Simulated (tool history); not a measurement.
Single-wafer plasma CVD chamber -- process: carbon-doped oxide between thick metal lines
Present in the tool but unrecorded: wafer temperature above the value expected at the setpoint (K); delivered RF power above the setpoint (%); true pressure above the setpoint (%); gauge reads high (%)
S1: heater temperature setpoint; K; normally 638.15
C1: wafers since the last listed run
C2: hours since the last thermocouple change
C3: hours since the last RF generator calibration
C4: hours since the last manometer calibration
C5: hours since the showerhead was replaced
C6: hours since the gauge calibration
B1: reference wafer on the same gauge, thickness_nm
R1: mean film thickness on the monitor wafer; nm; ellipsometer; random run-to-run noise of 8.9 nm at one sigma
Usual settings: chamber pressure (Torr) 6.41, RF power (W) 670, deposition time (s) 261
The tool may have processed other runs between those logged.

run 1 hour=0.0 | S1=646.15 chamber_pressure_(Torr)=6.41 RF_power_(W)=670 deposition_time_(s)=292 | C1=0 C2=907.0 C3=1387.7 C4=921.2 C5=6787.5 C6=260.1 | B1=1497.770 | R1=1688.452
run 2 hour=29.5 | S1=646.15 chamber_pressure_(Torr)=6.41 RF_power_(W)=670 deposition_time_(s)=292 | C1=259 C2=936.5 C3=1417.2 C4=950.7 C5=6817.0 C6=289.6 | B1=1500.941 | R1=1686.628
run 3 hour=97.0 | S1=634.15 chamber_pressure_(Torr)=6.41 RF_power_(W)=565 deposition_time_(s)=261 | C1=593 C2=1004.0 C3=1484.7 C4=1018.2 C5=6884.5 C6=357.1 | B1=1498.826 | R1=1395.282
run 4 hour=192.9 | S1=634.15 chamber_pressure_(Torr)=6.41 RF_power_(W)=565 deposition_time_(s)=261 | C1=843 C2=1099.9 C3=1580.6 C4=1114.1 C5=6980.4 C6=453.0 | B1=1498.591 | R1=1399.237
run 5 hour=219.5 | S1=634.15 chamber_pressure_(Torr)=6.41 RF_power_(W)=565 deposition_time_(s)=261 | C1=234 C2=1126.5 C3=1607.2 C4=1140.7 C5=7007.0 C6=479.6 | B1=1501.229 | R1=1395.012
run 6 hour=247.3 | S1=638.15 chamber_pressure_(Torr)=6.41 RF_power_(W)=670 deposition_time_(s)=298 | C1=244 C2=1154.3 C3=1635.0 C4=1168.5 C5=7034.8 C6=507.4 | B1=1499.256 | R1=1739.087
run 7 hour=289.8 | S1=638.15 chamber_pressure_(Torr)=6.41 RF_power_(W)=670 deposition_time_(s)=298 | C1=373 C2=1196.8 C3=1677.5 C4=1211.0 C5=7077.3 C6=549.9 | B1=1499.573 | R1=1741.492
-- hour=310.5 RF generator calibrated
run 8 hour=348.6 | S1=638.15 chamber_pressure_(Torr)=6.41 RF_power_(W)=670 deposition_time_(s)=298 | C1=446 C2=1255.6 C3=38.1 C4=1269.8 C5=7136.1 C6=608.7 | B1=1499.698 | R1=1830.185
run 9 hour=381.6 | S1=638.15 chamber_pressure_(Torr)=5.35 RF_power_(W)=670 deposition_time_(s)=261 | C1=290 C2=1288.6 C3=71.1 C4=1302.8 C5=7169.1 C6=641.7 | B1=1501.935 | R1=1554.672
-- hour=416.6 showerhead replaced
run 10 hour=417.1 | S1=638.15 chamber_pressure_(Torr)=6.41 RF_power_(W)=775 deposition_time_(s)=261 | C1=241 C2=1324.1 C3=106.6 C4=1338.3 C5=0.5 C6=677.2 | B1=1499.405 | R1=1710.015
run 11 hour=482.1 | S1=638.15 chamber_pressure_(Torr)=7.98 RF_power_(W)=670 deposition_time_(s)=291 | C1=571 C2=1389.1 C3=171.6 C4=1403.3 C5=65.5 C6=742.2 | B1=1500.103 | R1=1808.085
run 12 hour=529.5 | S1=638.15 chamber_pressure_(Torr)=6.41 RF_power_(W)=605 deposition_time_(s)=261 | C1=416 C2=1436.5 C3=219.0 C4=1450.7 C5=112.9 C6=789.6 | B1=1501.673 | R1=1479.819
-- hour=575.3 gauge calibrated
run 13 hour=590.9 | S1=645.15 chamber_pressure_(Torr)=6.41 RF_power_(W)=670 deposition_time_(s)=261 | C1=540 C2=1497.9 C3=280.4 C4=1512.1 C5=174.3 C6=15.6 | B1=1501.073 | R1=1550.113
-- hour=630.0 thermocouple changed; heater temperature recalibrated
run 14 hour=659.1 | S1=638.15 chamber_pressure_(Torr)=6.41 RF_power_(W)=670 deposition_time_(s)=261 | C1=529 C2=29.1 C3=348.6 C4=1580.3 C5=242.5 C6=83.8 | B1=1500.986 | R1=1581.279
-- hour=762.6 capacitance manometer re-zeroed and calibrated
run 15 hour=819.2 | S1=647.15 chamber_pressure_(Torr)=6.41 RF_power_(W)=670 deposition_time_(s)=227 | C1=1338 C2=189.2 C3=508.7 C4=56.6 C5=402.6 C6=243.9 | B1=1499.837 | R1=1329.798
run 16 hour=864.8 | S1=638.15 chamber_pressure_(Torr)=6.41 RF_power_(W)=670 deposition_time_(s)=242 | C1=401 C2=234.8 C3=554.3 C4=102.2 C5=448.2 C6=289.5 | B1=1498.863 | R1=1438.039
run 17 hour=900.0 | S1=625.15 chamber_pressure_(Torr)=6.41 RF_power_(W)=670 deposition_time_(s)=301 | C1=309 C2=270.0 C3=589.5 C4=137.4 C5=483.4 C6=324.7 | B1=1500.613 | R1=1844.522
run 18 hour=960.6 | S1=630.15 chamber_pressure_(Torr)=6.41 RF_power_(W)=805 deposition_time_(s)=261 | C1=533 C2=330.6 C3=650.1 C4=198.0 C5=544.0 C6=385.3 | B1=1498.665 | R1=1722.514

Predict each of these 5 candidate next runs independently; none follows another, all start after run 18:
run A hour=961.1 | S1=643.15 chamber_pressure_(Torr)=6.41 RF_power_(W)=670 deposition_time_(s)=261 | C1=4 C2=331.1 C3=650.6 C4=198.5 C5=544.5 C6=385.8 | B1=? | R1=?
run B hour=961.1 | S1=638.15 chamber_pressure_(Torr)=5.26 RF_power_(W)=595 deposition_time_(s)=305 | C1=4 C2=331.1 C3=650.6 C4=198.5 C5=544.5 C6=385.8 | B1=? | R1=?
run C hour=961.1 | S1=638.15 chamber_pressure_(Torr)=6.41 RF_power_(W)=720 deposition_time_(s)=299 | C1=4 C2=331.1 C3=650.6 C4=198.5 C5=544.5 C6=385.8 | B1=? | R1=?
run D hour=961.1 | S1=642.15 chamber_pressure_(Torr)=6.41 RF_power_(W)=670 deposition_time_(s)=313 | C1=4 C2=331.1 C3=650.6 C4=198.5 C5=544.5 C6=385.8 | B1=? | R1=?
run E hour=961.1 | S1=638.15 chamber_pressure_(Torr)=5.69 RF_power_(W)=670 deposition_time_(s)=261 | C1=4 C2=331.1 C3=650.6 C4=198.5 C5=544.5 C6=385.8 | B1=? | R1=?

run=A B1=1501.432 R1=1522.437
run=B B1=1501.432 R1=1642.972
run=C B1=1501.432 R1=1832.428
run=D B1=1501.432 R1=1828.619
run=E B1=1501.432 R1=1517.627
Stripped of hidden state, with their random variation kept, the same runs would have yielded:
run=A R1=1577.821
run=B R1=1703.619
run=C R1=1898.107
run=D R1=1895.141
run=E R1=1572.836
